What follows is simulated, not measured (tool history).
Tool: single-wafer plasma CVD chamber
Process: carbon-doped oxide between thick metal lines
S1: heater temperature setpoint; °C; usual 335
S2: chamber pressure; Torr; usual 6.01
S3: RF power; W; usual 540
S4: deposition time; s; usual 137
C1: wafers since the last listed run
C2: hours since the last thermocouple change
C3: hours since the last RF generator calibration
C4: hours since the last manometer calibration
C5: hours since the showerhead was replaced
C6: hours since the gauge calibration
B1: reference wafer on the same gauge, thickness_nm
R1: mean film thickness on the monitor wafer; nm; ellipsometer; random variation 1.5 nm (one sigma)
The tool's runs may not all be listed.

run     day   S1    S2   S3   S4   C1      C2      C3      C4      C5     C6       B1       R1
  1       0  325  6.01  500  137    0  1277.8  1389.3  1436.2  7677.8    243  814.057  759.045
  2   0.362  325  6.01  500  137  109  1286.5    1398  1444.9  7686.5  251.7  814.007  758.547
  3   1.008  325  6.01  500  137  195    1302  1413.5  1460.4    7702  267.2  814.012  759.728
      1.746  -- gauge calibrated
  4   1.754  342  6.01  540  137  225  1319.9  1431.4  1478.3  7719.9    0.2  814.428  752.798
  5   2.142  342  6.01  540  137  117  1329.2  1440.7  1487.6  7729.2    9.5   814.22   751.16
  6   2.475  342  6.01  540  137  100  1337.2  1448.7  1495.6  7737.2   17.5  813.979  751.583
  7   3.196  335  6.01  540  137  218  1354.5    1466  1512.9  7754.5   34.8  814.047   766.35
  8   3.821  335  6.01  625  137  189  1369.5    1481  1527.9  7769.5   49.8  814.011  827.357
      4.667  -- capacitance manometer re-zeroed and calibrated
      4.875  -- thermocouple changed; heater temperature recalibrated
  9   4.896  335  6.01  625  137  161     0.5  1506.8     5.5  7795.3   75.6  814.163  828.086
 10   4.979  335  6.01  625  137   25     2.5  1508.8     7.5  7797.3   77.6  813.843  828.004
 11   5.338  335  6.01  540  137  108    11.1  1517.4    16.1  7805.9   86.2  813.786  765.829
 12   7.054  335  6.01  540  137  519    52.3  1558.6    57.3  7847.1  127.4  814.022  764.155
 13   7.529  335  6.01  540  137  143    63.7    1570    68.7  7858.5  138.8  814.021  761.393
 14   8.183  335  6.01  540  137  198    79.4  1585.7    84.4  7874.2  154.5  813.966  762.043
 15   8.871  335  6.01  540  148  208    95.9  1602.2   100.9  7890.7    171  814.073  821.648
 16   9.154  324  6.01  540  137   85   102.7    1609   107.7  7897.5  177.8  814.106  787.002
 17   9.417  335  6.01  540  137   79     109  1615.3     114  7903.8  184.1  814.028  761.834
 18   9.871  346  6.01  585  112  137   119.9  1626.2   124.9  7914.7    195  814.387  631.398
     10.621  -- RF generator calibrated
     11.171  -- showerhead replaced
 19  11.421  335  6.01  540  137  267   157.1    19.2   162.1       6  232.2   813.87  788.672
     11.533  -- gauge calibrated
 20  11.817  335  6.01  460  137  119   166.6    28.7   171.6    15.5    6.8   813.75  723.643
 21  12.325  335  6.01  585  125  153   178.8    40.9   183.8    27.7     19  813.768  753.061
 22  12.925  335  6.01  540  137  181   193.2    55.3   198.2    42.1   33.4  814.058  788.108
 23  13.383  342  6.01  575  137  138   204.2    66.3   209.2    53.1   44.4  814.038  800.664
 24  13.662  342  6.01  540  137   84   210.9      73   215.9    59.8   51.1  813.909  772.601
 25  14.325  340  7.17  540  137  200   226.8    88.9   231.8    75.7     67  813.954  786.934
 26  14.725  335  5.61  540  137  121   236.4    98.5   241.4    85.3   76.6  813.865  783.798
 27  15.033  335  5.23  540  137   93   243.8   105.9   248.8    92.7     84  814.065  774.178

Forecast each of these 4 alternatives for the next run:
  A  15.05  328  6.01  540  137   5  244.2  106.3  249.2  93.1  84.4   ?   ?
  B  15.05  335  6.01  540  159   5  244.2  106.3  249.2  93.1  84.4   ?   ?
  C  15.05  335  6.01  475  137   5  244.2  106.3  249.2  93.1  84.4   ?   ?
  D  15.05  320  5.37  500  122   5  244.2  106.3  249.2  93.1  84.4   ?   ?

run       B1       R1
  A  813.786  806.131
  B  813.786   916.19
  C  813.786  736.862
  D  813.786  697.156
Without the tool's hidden state the same runs would have given:
run       R1
  A  811.419
  B    922.2
  C  741.802
  D  701.738
